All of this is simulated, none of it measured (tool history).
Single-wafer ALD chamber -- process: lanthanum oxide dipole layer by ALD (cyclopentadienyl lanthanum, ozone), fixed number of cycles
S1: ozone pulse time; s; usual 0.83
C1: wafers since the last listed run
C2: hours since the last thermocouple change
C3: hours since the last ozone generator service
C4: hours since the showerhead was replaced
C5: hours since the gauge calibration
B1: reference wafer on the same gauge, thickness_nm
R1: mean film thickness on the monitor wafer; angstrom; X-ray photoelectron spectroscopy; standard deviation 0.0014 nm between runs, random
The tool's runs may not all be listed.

run 1 hour=0 | S1=1.03 | C1=0 C2=1226.2 C3=126.9 C4=3953.3 C5=705.9 | B1=0.474 | R1=4.71
run 2 hour=26.2 | S1=1.03 | C1=543 C2=1252.4 C3=153.1 C4=3979.5 C5=732.1 | B1=0.473 | R1=4.68
run 3 hour=65.5 | S1=1.03 | C1=815 C2=1291.7 C3=192.4 C4=4018.8 C5=771.4 | B1=0.473 | R1=4.72
run 4 hour=117.4 | S1=0.66 | C1=1076 C2=1343.6 C3=244.3 C4=4070.7 C5=823.3 | B1=0.472 | R1=4.02
run 5 hour=144.2 | S1=0.66 | C1=555 C2=1370.4 C3=271.1 C4=4097.5 C5=850.1 | B1=0.472 | R1=4
-- hour=173.3 gauge calibrated
run 6 hour=184.6 | S1=0.66 | C1=838 C2=1410.8 C3=311.5 C4=4137.9 C5=11.3 | B1=0.486 | R1=4.12
run 7 hour=239.9 | S1=0.65 | C1=1147 C2=1466.1 C3=366.8 C4=4193.2 C5=66.6 | B1=0.485 | R1=4.08
run 8 hour=294.2 | S1=1.08 | C1=1126 C2=1520.4 C3=421.1 C4=4247.5 C5=120.9 | B1=0.484 | R1=4.88
run 9 hour=326.7 | S1=1.08 | C1=674 C2=1552.9 C3=453.6 C4=4280 C5=153.4 | B1=0.484 | R1=4.86
run 10 hour=374.1 | S1=1.08 | C1=983 C2=1600.3 C3=501 C4=4327.4 C5=200.8 | B1=0.482 | R1=4.88
-- hour=418.4 showerhead replaced
-- hour=445.9 ozone generator serviced
run 11 hour=495.5 | S1=0.83 | C1=2186 C2=1721.7 C3=49.6 C4=77.1 C5=322.2 | B1=0.481 | R1=4.5
run 12 hour=543.9 | S1=0.83 | C1=1004 C2=1770.1 C3=98 C4=125.5 C5=370.6 | B1=0.48 | R1=4.45
run 13 hour=613.3 | S1=0.83 | C1=1439 C2=1839.5 C3=167.4 C4=194.9 C5=440 | B1=0.48 | R1=4.47
run 14 hour=650.9 | S1=0.83 | C1=780 C2=1877.1 C3=205 C4=232.5 C5=477.6 | B1=0.479 | R1=4.45
run 15 hour=717 | S1=1.01 | C1=1371 C2=1943.2 C3=271.1 C4=298.6 C5=543.7 | B1=0.477 | R1=4.72
run 16 hour=758.4 | S1=0.72 | C1=858 C2=1984.6 C3=312.5 C4=340 C5=585.1 | B1=0.477 | R1=4.2
-- hour=795.8 thermocouple changed; heater temperature recalibrated
run 17 hour=830 | S1=0.83 | C1=1319 C2=34.2 C3=384.1 C4=411.6 C5=656.7 | B1=0.476 | R1=4.41
run 18 hour=884.1 | S1=0.83 | C1=1122 C2=88.3 C3=438.2 C4=465.7 C5=710.8 | B1=0.476 | R1=4.43
run 19 hour=910.3 | S1=0.83 | C1=543 C2=114.5 C3=464.4 C4=491.9 C5=737 | B1=0.475 | R1=4.42
run 20 hour=976.7 | S1=0.83 | C1=1377 C2=180.9 C3=530.8 C4=558.3 C5=803.4 | B1=0.474 | R1=4.39
run 21 hour=1014.4 | S1=0.98 | C1=782 C2=218.6 C3=568.5 C4=596 C5=841.1 | B1=0.474 | R1=4.64
-- hour=1024.8 ozone generator serviced
run 22 hour=1069.8 | S1=0.92 | C1=983 C2=274 C3=45 C4=651.4 C5=896.5 | B1=0.473 | R1=4.54
run 23 hour=1107.3 | S1=0.64 | C1=777 C2=311.5 C3=82.5 C4=688.9 C5=934 | B1=0.472 | R1=3.97
run 24 hour=1145.2 | S1=1.14 | C1=786 C2=349.4 C3=120.4 C4=726.8 C5=971.9 | B1=0.472 | R1=4.82
-- hour=1180.6 gauge calibrated
run 25 hour=1208.7 | S1=0.83 | C1=1317 C2=412.9 C3=183.9 C4=790.3 C5=28.1 | B1=0.481 | R1=4.47
run 26 hour=1252.4 | S1=0.83 | C1=906 C2=456.6 C3=227.6 C4=834 C5=71.8 | B1=0.481 | R1=4.47
run 27 hour=1323.7 | S1=0.7 | C1=1479 C2=527.9 C3=298.9 C4=905.3 C5=143.1 | B1=0.48 | R1=4.19
run 28 hour=1348.8 | S1=1.06 | C1=520 C2=553 C3=324 C4=930.4 C5=168.2 | B1=0.48 | R1=4.8
run 29 hour=1402.4 | S1=0.96 | C1=1111 C2=606.6 C3=377.6 C4=984 C5=221.8 | B1=0.478 | R1=4.65
run 30 hour=1445.9 | S1=1.03 | C1=902 C2=650.1 C3=421.1 C4=1027.5 C5=265.3 | B1=0.479 | R1=4.73
run 31 hour=1511.9 | S1=0.98 | C1=1369 C2=716.1 C3=487.1 C4=1093.5 C5=331.3 | B1=0.476 | R1=4.68
run 32 hour=1568.3 | S1=0.83 | C1=1170 C2=772.5 C3=543.5 C4=1149.9 C5=387.7 | B1=0.477 | R1=4.41
run 33 hour=1614.5 | S1=0.52 | C1=958 C2=818.7 C3=589.7 C4=1196.1 C5=433.9 | B1=0.476 | R1=3.66
run 34 hour=1643.5 | S1=1.12 | C1=601 C2=847.7 C3=618.7 C4=1225.1 C5=462.9 | B1=0.476 | R1=4.84
-- hour=1710.4 ozone generator serviced
run 35 hour=1710.9 | S1=0.5 | C1=1232 C2=915.1 C3=0.5 C4=1292.5 C5=530.3 | B1=0.474 | R1=3.59

Run-by-run hidden state of the tool:
wafer temperature above the value expected at the setpoint (K): 0, the same for each run
ozone dose above that of a generator just serviced (%): 0, the same for each run
H1: gauge reads high (%)
run=1 H1=-2.05
run=2 H1=-2.13
run=3 H1=-2.24
run=4 H1=-2.4
run=5 H1=-2.48
run=6 H1=0.31
run=7 H1=0.146
run=8 H1=-0.0146
run=9 H1=-0.111
run=10 H1=-0.251
run=11 H1=-0.611
run=12 H1=-0.754
run=13 H1=-0.96
run=14 H1=-1.07
run=15 H1=-1.27
run=16 H1=-1.39
run=17 H1=-1.6
run=18 H1=-1.76
run=19 H1=-1.84
run=20 H1=-2.04
run=21 H1=-2.15
run=22 H1=-2.31
run=23 H1=-2.42
run=24 H1=-2.53
run=25 H1=-0.5
run=26 H1=-0.629
run=27 H1=-0.84
run=28 H1=-0.914
run=29 H1=-1.07
run=30 H1=-1.2
run=31 H1=-1.4
run=32 H1=-1.56
run=33 H1=-1.7
run=34 H1=-1.79
run=35 H1=-1.99

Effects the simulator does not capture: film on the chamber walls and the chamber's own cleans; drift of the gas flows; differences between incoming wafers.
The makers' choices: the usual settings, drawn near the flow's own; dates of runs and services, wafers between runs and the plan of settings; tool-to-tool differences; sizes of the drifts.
